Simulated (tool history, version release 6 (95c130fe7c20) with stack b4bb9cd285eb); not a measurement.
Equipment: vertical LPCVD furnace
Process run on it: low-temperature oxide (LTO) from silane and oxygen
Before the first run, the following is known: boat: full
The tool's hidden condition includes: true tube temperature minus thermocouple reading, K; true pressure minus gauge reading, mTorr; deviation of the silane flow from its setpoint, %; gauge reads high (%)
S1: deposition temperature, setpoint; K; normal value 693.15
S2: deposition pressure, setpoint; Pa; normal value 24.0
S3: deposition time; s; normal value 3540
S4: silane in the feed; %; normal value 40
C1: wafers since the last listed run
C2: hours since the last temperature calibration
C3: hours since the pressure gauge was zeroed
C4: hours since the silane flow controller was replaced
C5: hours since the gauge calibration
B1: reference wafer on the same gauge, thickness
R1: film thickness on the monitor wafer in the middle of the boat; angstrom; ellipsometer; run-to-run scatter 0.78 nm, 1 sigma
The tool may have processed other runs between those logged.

run,hour,S1,S2,S3,S4,C1,C2,C3,C4,C5,B1,R1
1,0.0,693.15,24.0,3540,40,0,2103.1,2286.6,5291.3,120.4,524.10,5489.8
2,12.5,693.15,24.0,3540,40,136,2115.6,2299.1,5303.8,132.9,523.82,5485.2
3,21.8,693.15,24.0,3540,40,101,2124.9,2308.4,5313.1,142.2,523.97,5501.9
4,30.3,693.15,24.0,2550,40,92,2133.4,2316.9,5321.6,150.7,524.05,3952.3
5,44.9,693.15,24.0,2550,40,159,2148.0,2331.5,5336.2,165.3,524.12,3964.6
6,54.2,693.15,28.0,3540,40,101,2157.3,2340.8,5345.5,174.6,523.89,6365.9
7,61.4,693.15,28.0,3540,40,78,2164.5,2348.0,5352.7,181.8,524.00,6376.9
8,72.5,693.15,28.0,3540,40,120,2175.6,2359.1,5363.8,192.9,524.12,6371.9
9,86.7,693.15,24.0,3540,40,154,2189.8,2373.3,5378.0,207.1,524.15,5507.1
10,105.1,693.15,24.0,3540,40,200,2208.2,2391.7,5396.4,225.5,524.20,5519.2
# hour 134.3: gauge calibrated
# hour 134.8: silane flow controller replaced
# hour 146.9: pressure gauge zeroed
11,147.4,693.15,20.0,3540,38,67,2250.5,0.5,12.6,13.1,524.05,4064.5
12,151.8,693.15,20.0,3540,38,47,2254.9,4.9,17.0,17.5,524.11,4067.4
13,156.3,693.15,20.0,3540,38,49,2259.4,9.4,21.5,22.0,524.09,4057.8
14,160.7,693.15,24.0,3540,40,47,2263.8,13.8,25.9,26.4,523.97,5174.6
15,174.2,693.15,24.0,3540,40,147,2277.3,27.3,39.4,39.9,524.10,5177.5
16,184.5,699.15,20.7,4710,40,112,2287.6,37.6,49.7,50.2,523.92,6302.1
17,191.1,686.15,19.3,3060,44,71,2294.2,44.2,56.3,56.8,524.03,3717.0
18,200.8,693.15,24.0,3540,40,105,2303.9,53.9,66.0,66.5,523.97,5177.3
# hour 227.0: thermocouples replaced and temperature profile calibrated
19,227.5,693.15,26.0,3540,40,29,0.5,80.6,92.7,93.2,523.99,5605.5
20,231.9,693.15,24.0,3900,35,47,4.9,85.0,97.1,97.6,524.10,4864.4
21,241.5,693.15,24.0,3540,40,104,14.5,94.6,106.7,107.2,523.98,5186.8
22,251.4,703.15,24.0,3540,40,107,24.4,104.5,116.6,117.1,524.05,5714.9
23,265.2,693.15,24.0,3540,40,150,38.2,118.3,130.4,130.9,523.93,5176.5
24,271.9,703.15,22.0,3540,46,72,44.9,125.0,137.1,137.6,524.05,6031.4
25,283.5,693.15,24.0,3540,40,126,56.5,136.6,148.7,149.2,524.01,5176.2
26,296.7,687.15,24.0,3540,40,143,69.7,149.8,161.9,162.4,524.07,4867.9
27,314.7,690.15,22.0,2490,37,196,87.7,167.8,179.9,180.4,523.87,2957.5
28,325.3,699.15,24.0,2190,40,115,98.3,178.4,190.5,191.0,523.94,3397.4

Consider 3 possible next runs. They are alternatives, not a sequence: every one starts from the tool as it was left by run 28. What does each give?
A,329.8,693.15,24.0,3540,40,49,102.8,182.9,195.0,195.5,?,?
B,329.8,702.15,24.0,4440,36,49,102.8,182.9,195.0,195.5,?,?
C,329.8,682.15,28.7,2730,47,49,102.8,182.9,195.0,195.5,?,?

run,B1,R1
A,524.01,5168.8
B,524.01,6279.3
C,524.01,5027.7
Take away the tool's hidden state, keep each run's random variation, and the runs would have read:
run,R1
A,5191.8
B,6307.2
C,5046.4
